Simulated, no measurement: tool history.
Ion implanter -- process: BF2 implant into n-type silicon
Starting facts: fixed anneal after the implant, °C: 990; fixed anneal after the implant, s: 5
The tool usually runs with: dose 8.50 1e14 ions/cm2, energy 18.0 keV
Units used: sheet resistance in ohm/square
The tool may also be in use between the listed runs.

run,hour,dose,energy,wafers since the last listed run,hours since the last dose calibration,hours since the extraction supply was calibrated,hours since the gauge calibration,"read-back reference wafer on the same gauge, sheet resistance",sheet resistance
1,0.0,8.50,18.0,0,282.4,1964.2,286.9,248.04,275.67
2,53.8,8.50,18.0,543,336.2,2018.0,340.7,248.10,275.46
3,128.7,8.50,18.0,757,411.1,2092.9,415.6,248.00,274.30
4,215.2,8.50,18.0,874,497.6,2179.4,502.1,247.88,275.99
5,302.9,8.50,18.0,886,585.3,2267.1,589.8,248.14,275.73
6,409.5,8.50,18.0,1077,691.9,2373.7,696.4,247.79,275.43
7,510.1,8.50,18.0,1016,792.5,2474.3,797.0,248.14,275.94
# hour 544.4: Faraday cup replaced and dose calibrated
8,610.7,6.95,18.0,935,66.3,2574.9,897.6,248.13,284.86
9,717.4,9.71,24.0,1078,173.0,2681.6,1004.3,248.25,226.52
10,813.1,8.50,14.5,967,268.7,2777.3,1100.0,248.11,309.48
11,889.6,10.41,12.5,773,345.2,2853.8,1176.5,247.96,324.58
12,926.8,8.50,18.0,375,382.4,2891.0,1213.7,247.92,273.35
13,1020.0,7.26,20.5,942,475.6,2984.2,1306.9,247.84,263.78
# hour 1034.6: gauge calibrated
# hour 1051.4: extraction supply calibrated
14,1077.8,8.50,21.5,503,533.4,26.4,43.2,247.77,249.74
# hour 1221.2: Faraday cup replaced and dose calibrated
15,1315.0,8.50,18.0,2316,93.8,263.6,280.4,248.10,273.00
16,1419.5,8.50,18.0,1056,198.3,368.1,384.9,248.09,274.69

Consider 4 possible next runs. They are alternatives, not a sequence: every one starts from the tool as it was left by run 16. What does each give?
A,1419.9,8.50,18.0,4,198.7,368.5,385.3,?,?
B,1419.9,8.50,13.5,4,198.7,368.5,385.3,?,?
C,1419.9,8.50,21.0,4,198.7,368.5,385.3,?,?
D,1419.9,7.37,22.0,4,198.7,368.5,385.3,?,?

run,"read-back reference wafer on the same gauge, sheet resistance",sheet resistance
A,247.80,272.66
B,247.80,319.63
C,247.80,249.91
D,247.80,252.36
What these runs would have given with no unlogged condition in the tool:
run,sheet resistance
A,272.04
B,318.99
C,249.26
D,251.49
